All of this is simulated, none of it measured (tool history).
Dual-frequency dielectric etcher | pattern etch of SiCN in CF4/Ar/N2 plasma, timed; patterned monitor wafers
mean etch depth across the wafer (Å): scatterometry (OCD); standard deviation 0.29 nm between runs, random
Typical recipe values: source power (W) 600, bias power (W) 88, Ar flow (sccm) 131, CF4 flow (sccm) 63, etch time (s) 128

run,hour,source power (W),bias power (W),Ar flow (sccm),CF4 flow (sccm),etch time (s),"read-back reference wafer on the same gauge, depth_nm",mean etch depth across the wafer (Å)
1,0,600,88,131,63,128,132,1213
2,7.2,600,88,131,63,128,132,1214
3,17.9,600,88,131,63,128,132,1204
# hour 24.1: Ar flow controller replaced
# hour 24.8: CF4 flow controller replaced
4,67.8,600,88,131,63,128,131.9,1210
5,74.4,600,88,131,63,128,132,1216
# hour 87.1: gauge calibrated
# hour 102.1: upper electrode replaced
6,102.6,600,88,131,63,128,132,1212
7,103,600,106,131,63,155.5,132.1,1579
8,114.7,600,88,101,63,128,131.9,1238
# hour 126.8: bias power generator calibrated
# hour 147.7: wet clean of the chamber
9,148.2,510,88,152,56,109,132,840
10,148.6,660,88,131,63,128,132,1339
11,148.9,600,88,131,51,90.5,132,831
# hour 160.4: source power generator calibrated
12,161.4,720,88,131,63,128,132.1,1464
13,177,600,88,131,63,128,132,1210
14,187,600,88,131,63,128,132,1210
15,194,480,88,162,68,128,132,943
16,203.5,600,88,131,63,128,132,1213
17,221,600,88,131,56,110.5,132,1029
18,231.7,600,88,131,49,128,131.9,1177
19,240.6,680,88,131,49,128,132,1339
20,249.5,510,95,131,63,128,132,1049
21,258,600,107,131,77,154,132,1606

Predict each of these 4 candidate next runs independently; none follows another, all start after run 21:
A,258.5,600,88,131,69,128,?,?
B,258.5,600,88,106,63,128,?,?
C,258.5,600,88,118,63,117,?,?
D,258.5,480,88,131,63,114,?,?

run,"read-back reference wafer on the same gauge, depth_nm",mean etch depth across the wafer (Å)
A,132,1223
B,132,1233
C,132,1116
D,132,848
Stripped of hidden state, with their random variation kept, the same runs would have yielded:
run,mean etch depth across the wafer (Å)
A,1223
B,1233
C,1116
D,848
